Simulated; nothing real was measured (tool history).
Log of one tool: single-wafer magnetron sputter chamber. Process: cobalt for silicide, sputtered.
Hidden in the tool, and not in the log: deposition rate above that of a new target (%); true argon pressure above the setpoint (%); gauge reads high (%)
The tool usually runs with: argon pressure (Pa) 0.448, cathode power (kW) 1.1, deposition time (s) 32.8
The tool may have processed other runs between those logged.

run   hour  argon pressure (Pa)  cathode power (kW)  deposition time (s)  wafers since the last listed run  wafers on the sputter target  hours since the last manometer calibration  hours since the magnet pack was replaced  hours since the gauge calibration  read-back reference wafer on the same gauge, thickness_nm  mean film thickness on the monitor wafer (Å)
  1      0                0.448                 1.1                 32.8                                 0                           750                                       914.1                                   11784.7                              103.1                                                     18.587                                        179.61
  2   12.3                0.448                 1.1                 32.8                               215                           966                                       926.4                                     11797                              115.4                                                     18.614                                        179.97
  3   32.9                0.448                 1.1                 32.8                               361                          1327                                         947                                   11817.6                                136                                                      18.59                                        179.38
  4   57.5                0.514                1.15                 32.8                               431                          1759                                       971.6                                   11842.2                              160.6                                                     18.592                                        179.92
  5   84.1                0.514                1.15                 32.8                               466                          2225                                       998.2                                   11868.8                              187.2                                                     18.607                                        180.52
  6  109.7                0.448                 1.1                 32.8                               448                          2674                                      1023.8                                   11894.4                              212.8                                                     18.586                                        179.21
  7  127.4                0.448                 0.9                 32.8                               310                          2984                                      1041.5                                   11912.1                              230.5                                                     18.591                                        159.94
  8  159.1                0.448                 0.9                 32.8                               555                          3540                                      1073.2                                   11943.8                              262.2                                                     18.606                                        159.42
     234.5  -- capacitance manometer re-zeroed and calibrated
  9  237.8                0.448                 0.9                 32.8                              1239                          4780                                         3.3                                   12022.5                              340.9                                                     18.625                                        159.49
 10  249.9                0.448                 1.1                 32.8                               212                          4992                                        15.4                                   12034.6                                353                                                     18.622                                        178.84
 11  269.1                0.448                 1.1                 32.8                               336                          5329                                        34.6                                   12053.8                              372.2                                                     18.601                                        178.13
     298.8  -- sputter target and shields replaced
 12  299.3                0.448                 1.1                 32.8                               389                             9                                        64.8                                     12084                              402.4                                                     18.605                                        175.43
 13  318.7                0.448                 1.1                 32.8                               340                           349                                        84.2                                   12103.4                              421.8                                                     18.587                                        175.81
 14    334                0.448                 1.1                 32.8                               268                           618                                        99.5                                   12118.7                              437.1                                                      18.59                                        175.84

Estimate the outcome of run 15 from the log above:
     351.1  -- magnet pack replaced
 15  353.9                0.448                 1.1                 32.8                               208                           826                                       119.4                                       2.8                                457                                                          ?                                             ?

{"run 15": {"read-back reference wafer on the same gauge, thickness_nm": 18.582, "mean film thickness on the monitor wafer (Å)": 174.63}}
If the tool had no hidden condition, the same run with the same run-to-run variation would have returned mean film thickness on the monitor wafer (Å) 180.56.
